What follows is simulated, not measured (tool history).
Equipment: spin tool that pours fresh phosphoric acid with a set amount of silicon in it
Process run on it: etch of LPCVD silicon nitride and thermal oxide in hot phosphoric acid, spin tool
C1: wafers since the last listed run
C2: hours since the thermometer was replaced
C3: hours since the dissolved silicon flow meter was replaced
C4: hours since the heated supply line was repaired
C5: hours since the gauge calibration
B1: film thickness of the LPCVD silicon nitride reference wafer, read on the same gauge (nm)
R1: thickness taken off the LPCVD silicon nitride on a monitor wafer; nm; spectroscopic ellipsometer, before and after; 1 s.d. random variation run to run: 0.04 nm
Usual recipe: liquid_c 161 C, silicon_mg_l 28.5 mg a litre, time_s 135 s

{"run": 1, "hour": 0.0, "liquid_c": 161, "silicon_mg_l": 28.5, "time_s": 135, "C1": 0, "C2": 769.3, "C3": 1672.3, "C4": 973.9, "C5": 3.3, "B1": 129.96, "R1": 11.1}
{"run": 2, "hour": 26.9, "liquid_c": 161, "silicon_mg_l": 28.5, "time_s": 135, "C1": 272, "C2": 796.2, "C3": 1699.2, "C4": 1000.8, "C5": 30.2, "B1": 130, "R1": 11.07}
{"run": 3, "hour": 50.9, "liquid_c": 162, "silicon_mg_l": 45.5, "time_s": 135, "C1": 243, "C2": 820.2, "C3": 1723.2, "C4": 1024.8, "C5": 54.2, "B1": 130.02, "R1": 11.45}
{"run": 4, "hour": 74.9, "liquid_c": 162, "silicon_mg_l": 45.5, "time_s": 135, "C1": 243, "C2": 844.2, "C3": 1747.2, "C4": 1048.8, "C5": 78.2, "B1": 129.97, "R1": 11.4}
{"run": 5, "hour": 96.9, "liquid_c": 161, "silicon_mg_l": 28.5, "time_s": 135, "C1": 223, "C2": 866.2, "C3": 1769.2, "C4": 1070.8, "C5": 100.2, "B1": 129.98, "R1": 11.07}
{"run": 6, "hour": 129.0, "liquid_c": 161, "silicon_mg_l": 28.5, "time_s": 135, "C1": 325, "C2": 898.3, "C3": 1801.3, "C4": 1102.9, "C5": 132.3, "B1": 130.06, "R1": 11.1}
{"run": 7, "hour": 153.1, "liquid_c": 161, "silicon_mg_l": 28.5, "time_s": 135, "C1": 244, "C2": 922.4, "C3": 1825.4, "C4": 1127, "C5": 156.4, "B1": 129.96, "R1": 11.06}
{"run": 8, "hour": 165.2, "liquid_c": 161, "silicon_mg_l": 28.5, "time_s": 135, "C1": 122, "C2": 934.5, "C3": 1837.5, "C4": 1139.1, "C5": 168.5, "B1": 129.97, "R1": 11.01}
{"run": 9, "hour": 192.9, "liquid_c": 162, "silicon_mg_l": 28.5, "time_s": 105, "C1": 280, "C2": 962.2, "C3": 1865.2, "C4": 1166.8, "C5": 196.2, "B1": 130, "R1": 8.79}
{"run": 10, "hour": 218.7, "liquid_c": 161, "silicon_mg_l": 28.5, "time_s": 135, "C1": 261, "C2": 988, "C3": 1891, "C4": 1192.6, "C5": 222, "B1": 130.02, "R1": 10.9}
{"run": 11, "hour": 248.6, "liquid_c": 159, "silicon_mg_l": 50, "time_s": 105, "C1": 303, "C2": 1017.9, "C3": 1920.9, "C4": 1222.5, "C5": 251.9, "B1": 129.98, "R1": 7.95}
{"run": 12, "hour": 266.3, "liquid_c": 161, "silicon_mg_l": 37, "time_s": 185, "C1": 179, "C2": 1035.6, "C3": 1938.6, "C4": 1240.2, "C5": 269.6, "B1": 129.99, "R1": 14.97}
{"run": 13, "hour": 297.2, "liquid_c": 161, "silicon_mg_l": 8.5, "time_s": 135, "C1": 313, "C2": 1066.5, "C3": 1969.5, "C4": 1271.1, "C5": 300.5, "B1": 130.03, "R1": 10.92}
{"run": 14, "hour": 314.4, "liquid_c": 161, "silicon_mg_l": 28.5, "time_s": 135, "C1": 174, "C2": 1083.7, "C3": 1986.7, "C4": 1288.3, "C5": 317.7, "B1": 130.04, "R1": 10.92}
{"hour": 325.4, "done": "dissolved silicon flow meter replaced"}
{"run": 15, "hour": 335.9, "liquid_c": 163, "silicon_mg_l": 16, "time_s": 100, "C1": 207, "C2": 1105.2, "C3": 10.5, "C4": 1309.8, "C5": 339.2, "B1": 130, "R1": 8.62}
{"hour": 370.9, "done": "thermometer replaced"}
{"hour": 375.6, "done": "gauge calibrated"}
{"hour": 387.7, "done": "heated supply line repaired"}
{"run": 16, "hour": 416.9, "liquid_c": 161, "silicon_mg_l": 28.5, "time_s": 135, "C1": 801, "C2": 46, "C3": 91.5, "C4": 29.2, "C5": 41.3, "B1": 130.01, "R1": 11.85}
{"run": 17, "hour": 510.4, "liquid_c": 160, "silicon_mg_l": 17.5, "time_s": 60, "C1": 948, "C2": 139.5, "C3": 185, "C4": 122.7, "C5": 134.8, "B1": 130, "R1": 5.07}

Selected run-to-run steps in R1, each split into two signed amounts: the part the tool would show with no hidden state at all (from settings, incoming material and random variation), and the remainder, which goes to the hidden state together with any gauge scatter not common to the measured and the hidden-state-free results:
Unlogged tool condition in this case: liquid colder than its thermometer reads (K); dissolved silicon flow below the setpoint (%); temperature lost on the way to the wafer (K); gauge reads high (%).
Run 11 -> 12: liquid_c 159 -> 161, silicon_mg_l 50 -> 37, time_s 105 -> 185. R1 +7.02 nm: hidden state -0.69, all else +7.71.
Run 15 -> 16: liquid_c 163 -> 161, silicon_mg_l 16 -> 28.5, time_s 100 -> 135, thermometer replaced, gauge calibrated, heated supply line repaired. R1 +3.23 nm: hidden state +0.79, all else +2.44.

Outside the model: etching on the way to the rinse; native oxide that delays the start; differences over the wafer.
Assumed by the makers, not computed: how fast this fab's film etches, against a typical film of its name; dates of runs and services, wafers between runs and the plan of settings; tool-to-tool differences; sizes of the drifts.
